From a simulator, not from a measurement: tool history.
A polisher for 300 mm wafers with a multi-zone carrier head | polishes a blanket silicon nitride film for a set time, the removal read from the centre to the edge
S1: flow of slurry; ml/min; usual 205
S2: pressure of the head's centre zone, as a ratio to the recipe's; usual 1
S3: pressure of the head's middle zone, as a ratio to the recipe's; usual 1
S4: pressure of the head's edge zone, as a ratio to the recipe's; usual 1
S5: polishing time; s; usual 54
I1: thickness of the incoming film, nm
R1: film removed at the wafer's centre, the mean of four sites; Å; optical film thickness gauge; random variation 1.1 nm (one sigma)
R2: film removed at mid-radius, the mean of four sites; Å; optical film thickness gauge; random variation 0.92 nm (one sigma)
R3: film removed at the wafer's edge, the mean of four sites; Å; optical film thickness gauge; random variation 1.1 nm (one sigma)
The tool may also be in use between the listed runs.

run   hour   S1    S2    S3    S4  S5     I1    R1    R2    R3
  1      0  205     1     1     1  54  746.2   783   806   786
  2   65.2  175     1     1     1  62    741   858   877   899
     136.8  -- slurry nozzle cleaned
  3    155  205     1  1.08   0.9  54    724   816   885   802
     180.2  -- edge zone pressure recalibrated
  4    241  245  1.09  1.05     1  47  754.3   811   780   750
  5  301.6  205  0.95  1.04  0.96  54  728.7   810   853   814
  6  399.6  205     1     1     1  54  739.7   824   831   823
     411.6  -- carrier head's membrane replaced by a new one
     441.6  -- worn pad replaced by a new one, of another model than before
  7  475.7  205     1  0.94     1  45    746   670   645   670
  8  540.9  205     1     1     1  54  731.6   803   820   818
  9  631.7  205   0.9     1  1.08  71  743.6   923  1034  1088
 10    692  205     1  1.08  0.97  54  744.3   762   814   754
 11  759.6  275  0.95     1     1  71  745.7  1015  1051  1056
 12  808.2  175  1.07     1     1  54    751   649   631   695

The next listed run, before its measurement:
     857.1  -- slurry nozzle cleaned
     889.1  -- edge zone pressure recalibrated
     902.3  -- centre zone pressure recalibrated
 13  904.9  170   1   1  1.12  70  728.1   ?   ?   ?

{"run 13": {"R1": 1038, "R2": 1036, "R3": 1098}}
Without the tool's hidden state the same run would have given R1 1044 Å, R2 1042 Å, R3 1102 Å.
